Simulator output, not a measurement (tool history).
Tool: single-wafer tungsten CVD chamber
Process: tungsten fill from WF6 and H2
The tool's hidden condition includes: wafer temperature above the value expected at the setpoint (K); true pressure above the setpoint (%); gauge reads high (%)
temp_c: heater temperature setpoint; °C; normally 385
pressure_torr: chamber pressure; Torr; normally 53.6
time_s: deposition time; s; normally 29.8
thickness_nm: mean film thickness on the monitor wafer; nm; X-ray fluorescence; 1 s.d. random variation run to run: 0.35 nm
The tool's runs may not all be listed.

| run | hour | temp_c | pressure_torr | time_s | wafers since the last listed run | hours since the last thermocouple change | hours since the last manometer calibration | hours since the showerhead was replaced | hours since the gauge calibration | read-back reference wafer on the same gauge, thickness_nm | thickness_nm |
|---|---|---|---|---|---|---|---|---|---|---|---|
| 1 | 0 | 385 | 53.6 | 29.8 | 0 | 1547.8 | 1369.5 | 5967.9 | 146 | 102.026 | 86.939 |
| 2 | 26.6 | 385 | 53.6 | 29.8 | 605 | 1574.4 | 1396.1 | 5994.5 | 172.6 | 102.047 | 87.113 |
| 3 | 59.3 | 385 | 53.6 | 29.8 | 744 | 1607.1 | 1428.8 | 6027.2 | 205.3 | 101.987 | 87.406 |
| 4 | 87.4 | 385 | 47.6 | 29.8 | 640 | 1635.2 | 1456.9 | 6055.3 | 233.4 | 102.069 | 80.372 |
| 5 | 108.2 | 385 | 53.6 | 29.8 | 473 | 1656 | 1477.7 | 6076.1 | 254.2 | 101.99 | 86.866 |
| 6 | 122.8 | 385 | 53.6 | 29.8 | 332 | 1670.6 | 1492.3 | 6090.7 | 268.8 | 102.196 | 87.142 |
| 7 | 135.6 | 385 | 53.6 | 29.8 | 291 | 1683.4 | 1505.1 | 6103.5 | 281.6 | 101.852 | 87.644 |
| 8 | 170.6 | 385 | 53.6 | 29.8 | 797 | 1718.4 | 1540.1 | 6138.5 | 316.6 | 101.912 | 86.806 |
| 9 | 205.8 | 385 | 53.6 | 29.8 | 801 | 1753.6 | 1575.3 | 6173.7 | 351.8 | 102.032 | 87.049 |
| 10 | 232.6 | 385 | 53.6 | 32.7 | 610 | 1780.4 | 1602.1 | 6200.5 | 378.6 | 101.83 | 95.913 |
| 11 | 266.4 | 385 | 53.6 | 32.7 | 769 | 1814.2 | 1635.9 | 6234.3 | 412.4 | 101.883 | 96.134 |
|  | 292.4 | showerhead replaced |
| 12 | 293.4 | 385 | 53.6 | 32.7 | 432 | 1841.2 | 1662.9 | 1 | 439.4 | 101.876 | 96.075 |
|  | 317.2 | capacitance manometer re-zeroed and calibrated |
| 13 | 320.8 | 385 | 53.6 | 29.8 | 441 | 1868.6 | 3.6 | 28.4 | 466.8 | 102.155 | 92.893 |
|  | 341.9 | thermocouple changed; heater temperature recalibrated |
| 14 | 351.4 | 385 | 53.6 | 29.8 | 514 | 9.5 | 34.2 | 59 | 497.4 | 102.17 | 87.173 |
| 15 | 373 | 385 | 46 | 29.8 | 491 | 31.1 | 55.8 | 80.6 | 519 | 102.009 | 79.057 |
| 16 | 401 | 385 | 53.6 | 29.8 | 637 | 59.1 | 83.8 | 108.6 | 547 | 102.053 | 86.9 |
| 17 | 430.5 | 389 | 44.7 | 34.6 | 671 | 88.6 | 113.3 | 138.1 | 576.5 | 101.961 | 96.757 |
| 18 | 459.1 | 375 | 64.4 | 25.9 | 651 | 117.2 | 141.9 | 166.7 | 605.1 | 102.025 | 69.807 |
| 19 | 485.1 | 391 | 45.4 | 33.5 | 592 | 143.2 | 167.9 | 192.7 | 631.1 | 102.205 | 98.838 |
| 20 | 507.5 | 374 | 42.4 | 24.3 | 510 | 165.6 | 190.3 | 215.1 | 653.5 | 102.146 | 49.009 |
| 21 | 525.4 | 385 | 53.6 | 29.8 | 407 | 183.5 | 208.2 | 233 | 671.4 | 101.863 | 87.31 |
| 22 | 547.8 | 385 | 62.8 | 29.8 | 510 | 205.9 | 230.6 | 255.4 | 693.8 | 101.79 | 96.034 |
| 23 | 570 | 385 | 53.6 | 33.5 | 505 | 228.1 | 252.8 | 277.6 | 716 | 101.987 | 98.368 |
|  | 580.7 | gauge calibrated |
| 24 | 593.2 | 395 | 59.3 | 27.7 | 528 | 251.3 | 276 | 300.8 | 12.5 | 102.016 | 104.381 |
| 25 | 615.4 | 392 | 57.5 | 26.9 | 505 | 273.5 | 298.2 | 323 | 34.7 | 102.085 | 94.21 |
| 26 | 639.3 | 385 | 53.6 | 29.8 | 544 | 297.4 | 322.1 | 346.9 | 58.6 | 102.236 | 87.746 |
| 27 | 669 | 385 | 53.6 | 35.1 | 676 | 327.1 | 351.8 | 376.6 | 88.3 | 101.916 | 103.969 |
| 28 | 703.6 | 392 | 53.6 | 31.8 | 788 | 361.7 | 386.4 | 411.2 | 122.9 | 101.728 | 107.304 |
| 29 | 716.6 | 385 | 47 | 24.4 | 296 | 374.7 | 399.4 | 424.2 | 135.9 | 101.946 | 65.417 |
| 30 | 731.9 | 374 | 42.4 | 24.3 | 348 | 390 | 414.7 | 439.5 | 151.2 | 101.977 | 48.786 |

Branching from run 30: 3 alternative next runs. What would each branch give?
| A | 732.3 | 385 | 53.6 | 29.8 | 9 | 390.4 | 415.1 | 439.9 | 151.6 | ? | ? |
| B | 732.3 | 385 | 40.9 | 33.1 | 9 | 390.4 | 415.1 | 439.9 | 151.6 | ? | ? |
| C | 732.3 | 379 | 41.1 | 31.6 | 9 | 390.4 | 415.1 | 439.9 | 151.6 | ? | ? |

| run | read-back reference wafer on the same gauge, thickness_nm | thickness_nm |
|---|---|---|
| A | 101.999 | 87.662 |
| B | 101.999 | 80.291 |
| C | 101.999 | 68.538 |
Without the tool's hidden state the same runs would have given:
| run | thickness_nm |
|---|---|
| A | 85.89 |
| B | 78.698 |
| C | 67.131 |

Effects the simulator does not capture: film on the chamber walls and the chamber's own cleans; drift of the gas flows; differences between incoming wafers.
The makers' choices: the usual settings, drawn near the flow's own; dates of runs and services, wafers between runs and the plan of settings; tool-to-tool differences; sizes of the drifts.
